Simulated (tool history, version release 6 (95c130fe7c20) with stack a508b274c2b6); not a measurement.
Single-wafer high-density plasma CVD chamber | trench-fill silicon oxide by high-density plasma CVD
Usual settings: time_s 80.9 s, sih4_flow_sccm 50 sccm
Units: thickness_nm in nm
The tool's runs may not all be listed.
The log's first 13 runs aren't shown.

run,hour,time_s,sih4_flow_sccm,"read-back reference wafer on the same gauge, thickness_nm",thickness_nm
14,1368,80.9,50,479.914,438.351
15,1444.1,80.9,50,479.304,441.911
16,1526.5,80.9,50,480.228,442.607
17,1614.2,80.9,50,479.669,441.146
# hour 1702.6: gauge calibrated
18,1708.6,80.9,50,480.038,447.09
19,1785.8,80.9,50,480.304,444.025
20,1834.5,80.9,50,479.843,447.901
21,1889.4,80.9,50,480.001,446.225
22,1941,85.5,56,479.983,500.794
# hour 2003.3: silane flow controller replaced
23,2018.4,67.1,56,480.183,384.717

Run 24 comes next. What will it give?
24,2118.4,73,47,?,?

read-back reference wafer on the same gauge, thickness_nm: 479.789
thickness_nm: 375.964 nm
Without the tool's hidden state the same run would have given thickness_nm 372.811 nm.
